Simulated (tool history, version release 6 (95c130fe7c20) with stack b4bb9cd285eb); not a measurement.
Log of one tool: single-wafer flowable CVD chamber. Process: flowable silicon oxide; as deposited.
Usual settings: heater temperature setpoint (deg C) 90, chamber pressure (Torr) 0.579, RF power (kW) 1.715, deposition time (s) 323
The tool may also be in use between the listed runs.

run	hour	heater temperature setpoint (deg C)	chamber pressure (Torr)	RF power (kW)	deposition time (s)	read-back reference wafer on the same gauge, thickness_nm	mean film thickness on the monitor wafer (Å)
1	0.0	90	0.579	1.715	323	153.990	1617.17
2	26.6	90	0.641	1.715	323	153.944	1781.03
3	93.8	90	0.579	1.715	367	154.023	1834.15
4	127.9	90	0.579	1.715	367	153.952	1844.47
5	178.7	90	0.579	1.715	367	153.880	1849.48
6	204.1	99	0.579	1.470	323	153.922	1224.04
7	267.9	80	0.669	1.975	288	154.008	2217.82
8	321.9	94	0.579	1.715	323	153.878	1456.28
9	381.0	104	0.525	1.485	383	154.179	1147.21
10	452.2	79	0.460	1.510	378	153.937	2085.21
11	487.9	90	0.579	1.715	377	153.908	1931.56
12	531.5	103	0.579	1.715	323	153.916	1123.25
13	564.2	90	0.579	1.715	323	153.953	1652.54
14	613.8	90	0.659	1.420	323	153.990	1776.47
15	644.0	90	0.579	1.715	323	154.075	1655.59
# hour 669.8: showerhead replaced
16	779.6	78	0.579	1.555	323	154.054	2217.09
# hour 912.9: gauge calibrated
17	917.3	90	0.442	1.820	261	154.065	1092.07
# hour 999.7: thermocouple changed; heater temperature recalibrated
# hour 1079.1: RF generator calibrated
18	1079.6	90	0.579	1.715	323	154.101	1624.71
# hour 1097.5: capacitance manometer re-zeroed and calibrated
19	1131.8	90	0.579	1.715	297	154.023	1444.63
20	1189.0	90	0.579	1.430	323	154.072	1516.63
21	1225.2	90	0.579	1.715	323	153.886	1576.66
22	1296.1	100	0.717	1.715	323	154.022	1426.58
23	1349.2	90	0.507	1.715	323	154.013	1422.80
24	1393.3	100	0.700	1.715	323	154.020	1410.79
25	1444.5	90	0.579	1.630	323	153.915	1590.78
26	1514.7	95	0.509	1.455	273	154.073	1023.69
27	1568.1	79	0.704	1.550	355	153.932	2765.47
28	1615.7	79	0.693	1.715	323	153.865	2544.15
29	1675.4	90	0.579	1.715	323	154.043	1638.01

Hidden state or all else? Some run-to-run changes of mean film thickness on the monitor wafer (Å), split into what the settings, what came in and random variation would give without the hidden state, and what is left for the hidden state (with any gauge scatter that isn't in both results):
The hidden state here: wafer temperature above the value expected at the setpoint (K); delivered RF power above the setpoint (%); true pressure above the setpoint (%); gauge reads high (%).
Run 16 -> 17: heater temperature setpoint (deg C) 78 -> 90, chamber pressure (Torr) 0.579 -> 0.442, RF power (kW) 1.555 -> 1.820, deposition time (s) 323 -> 261, gauge calibrated. mean film thickness on the monitor wafer (Å) -1125.02: hidden state -65.66, all else -1059.36.
Run 18 -> 19: deposition time (s) 323 -> 297, capacitance manometer re-zeroed and calibrated. mean film thickness on the monitor wafer (Å) -180.08: hidden state -66.18, all else -113.90.
Run 26 -> 27: heater temperature setpoint (deg C) 95 -> 79, chamber pressure (Torr) 0.509 -> 0.704, RF power (kW) 1.455 -> 1.550, deposition time (s) 273 -> 355. mean film thickness on the monitor wafer (Å) +1741.78: hidden state +71.91, all else +1669.87.
